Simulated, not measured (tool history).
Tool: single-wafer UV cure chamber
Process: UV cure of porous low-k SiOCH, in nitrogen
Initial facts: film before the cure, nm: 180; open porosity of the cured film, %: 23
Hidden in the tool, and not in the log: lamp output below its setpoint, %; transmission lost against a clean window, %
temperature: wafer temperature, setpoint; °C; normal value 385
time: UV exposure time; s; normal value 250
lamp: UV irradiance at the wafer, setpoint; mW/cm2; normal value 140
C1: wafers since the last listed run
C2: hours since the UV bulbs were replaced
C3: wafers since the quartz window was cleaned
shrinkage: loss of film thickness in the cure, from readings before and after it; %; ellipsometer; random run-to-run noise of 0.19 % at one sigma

run 1 hour=0.0 | temperature=385 time=250 lamp=140 | C1=0 C2=804.8 C3=363 | shrinkage=15.146
run 2 hour=26.4 | temperature=385 time=250 lamp=140 | C1=198 C2=831.2 C3=562 | shrinkage=15.151
run 3 hour=39.7 | temperature=385 time=250 lamp=140 | C1=99 C2=844.5 C3=661 | shrinkage=15.014
run 4 hour=70.0 | temperature=385 time=250 lamp=140 | C1=227 C2=874.8 C3=889 | shrinkage=14.908
run 5 hour=91.4 | temperature=385 time=250 lamp=140 | C1=160 C2=896.2 C3=1050 | shrinkage=15.064
run 6 hour=109.3 | temperature=385 time=250 lamp=140 | C1=134 C2=914.1 C3=1185 | shrinkage=15.049
run 7 hour=144.1 | temperature=394 time=250 lamp=157 | C1=261 C2=948.9 C3=1446 | shrinkage=16.008
run 8 hour=161.3 | temperature=394 time=250 lamp=157 | C1=129 C2=966.1 C3=1575 | shrinkage=15.873
run 9 hour=187.8 | temperature=381 time=250 lamp=140 | C1=199 C2=992.6 C3=1775 | shrinkage=14.852
run 10 hour=202.7 | temperature=381 time=250 lamp=140 | C1=111 C2=1007.5 C3=1887 | shrinkage=14.907
run 11 hour=230.4 | temperature=381 time=250 lamp=140 | C1=208 C2=1035.2 C3=2095 | shrinkage=14.857
run 12 hour=262.4 | temperature=385 time=250 lamp=152 | C1=240 C2=1067.2 C3=2335 | shrinkage=15.485
run 13 hour=286.0 | temperature=385 time=215 lamp=140 | C1=177 C2=1090.8 C3=2513 | shrinkage=14.229
run 14 hour=310.5 | temperature=385 time=215 lamp=140 | C1=184 C2=1115.3 C3=2697 | shrinkage=14.019
run 15 hour=334.6 | temperature=375 time=250 lamp=140 | C1=181 C2=1139.4 C3=2878 | shrinkage=14.314
run 16 hour=361.7 | temperature=385 time=300 lamp=140 | C1=203 C2=1166.5 C3=3082 | shrinkage=15.635
run 17 hour=384.0 | temperature=385 time=250 lamp=131 | C1=167 C2=1188.8 C3=3249 | shrinkage=14.586
run 18 hour=410.9 | temperature=371 time=250 lamp=140 | C1=202 C2=1215.7 C3=3451 | shrinkage=14.404
run 19 hour=443.0 | temperature=371 time=250 lamp=140 | C1=241 C2=1247.8 C3=3693 | shrinkage=14.843
-- hour=454.4 quartz window cleaned
-- hour=465.6 UV bulbs replaced
run 20 hour=474.8 | temperature=371 time=250 lamp=140 | C1=118 C2=9.2 C3=93 | shrinkage=12.754
run 21 hour=487.3 | temperature=385 time=250 lamp=140 | C1=93 C2=21.7 C3=187 | shrinkage=13.300
run 22 hour=500.0 | temperature=385 time=250 lamp=140 | C1=95 C2=34.4 C3=282 | shrinkage=13.235
run 23 hour=525.8 | temperature=385 time=165 lamp=166 | C1=193 C2=60.2 C3=476 | shrinkage=11.845
run 24 hour=544.5 | temperature=403 time=250 lamp=140 | C1=140 C2=78.9 C3=617 | shrinkage=13.276
run 25 hour=564.5 | temperature=381 time=250 lamp=140 | C1=150 C2=98.9 C3=767 | shrinkage=13.211
run 26 hour=577.9 | temperature=385 time=385 lamp=140 | C1=100 C2=112.3 C3=868 | shrinkage=15.386
run 27 hour=598.2 | temperature=385 time=250 lamp=140 | C1=152 C2=132.6 C3=1020 | shrinkage=13.079
run 28 hour=627.5 | temperature=385 time=250 lamp=126 | C1=220 C2=161.9 C3=1240 | shrinkage=12.443
run 29 hour=658.6 | temperature=393 time=155 lamp=127 | C1=233 C2=193.0 C3=1474 | shrinkage=10.146
run 30 hour=676.9 | temperature=385 time=250 lamp=140 | C1=137 C2=211.3 C3=1612 | shrinkage=12.719
-- hour=697.2 UV bulbs replaced, repeated, since the last time left the tool worse
run 31 hour=697.8 | temperature=385 time=300 lamp=176 | C1=96 C2=0.6 C3=1709 | shrinkage=18.599
run 32 hour=731.7 | temperature=385 time=250 lamp=140 | C1=254 C2=34.5 C3=1963 | shrinkage=15.998
run 33 hour=758.5 | temperature=385 time=250 lamp=167 | C1=201 C2=61.3 C3=2165 | shrinkage=16.792
run 34 hour=786.1 | temperature=378 time=365 lamp=140 | C1=207 C2=88.9 C3=2372 | shrinkage=17.551
run 35 hour=815.2 | temperature=385 time=390 lamp=140 | C1=218 C2=118.0 C3=2591 | shrinkage=17.948
run 36 hour=915.8 | temperature=385 time=385 lamp=140 | C1=756 C2=218.6 C3=3347 | shrinkage=18.406
run 37 hour=957.8 | temperature=374 time=395 lamp=165 | C1=315 C2=260.6 C3=3663 | shrinkage=18.564
run 38 hour=977.1 | temperature=385 time=395 lamp=154 | C1=145 C2=279.9 C3=3808 | shrinkage=18.636
run 39 hour=999.5 | temperature=385 time=250 lamp=140 | C1=168 C2=302.3 C3=3976 | shrinkage=15.598
-- hour=1030.9 quartz window cleaned
run 40 hour=1032.5 | temperature=380 time=250 lamp=115 | C1=187 C2=335.3 C3=12 | shrinkage=14.123
run 41 hour=1056.4 | temperature=402 time=365 lamp=124 | C1=179 C2=359.2 C3=191 | shrinkage=16.833
run 42 hour=1079.3 | temperature=385 time=325 lamp=140 | C1=172 C2=382.1 C3=364 | shrinkage=16.699
run 43 hour=1105.9 | temperature=393 time=395 lamp=140 | C1=199 C2=408.7 C3=563 | shrinkage=18.107
run 44 hour=1138.7 | temperature=385 time=170 lamp=140 | C1=246 C2=441.5 C3=810 | shrinkage=13.629

Take each entry between the runs: how does the hidden state at the last listed run before it differ from the hidden state at the first listed run after it?
Run 19 -> run 20: quartz window cleaned (hour 454.4); UV bulbs replaced (hour 465.6)
  lamp output below its setpoint, %: 21.7 -> 42
  measured result minus the result with no hidden state, shrinkage: -1.330 -> -2.798 %
Run 30 -> run 31: UV bulbs replaced, repeated, since the last time left the tool worse (hour 697.2)
  lamp output below its setpoint, %: 45.2 -> 2.96
  measured result minus the result with no hidden state, shrinkage: -3.099 -> -0.167 %
Run 39 -> run 40: quartz window cleaned (hour 1030.9)
  lamp output below its setpoint, %: 7.87 -> 8.4
  measured result minus the result with no hidden state, shrinkage: -0.437 -> -0.450 %

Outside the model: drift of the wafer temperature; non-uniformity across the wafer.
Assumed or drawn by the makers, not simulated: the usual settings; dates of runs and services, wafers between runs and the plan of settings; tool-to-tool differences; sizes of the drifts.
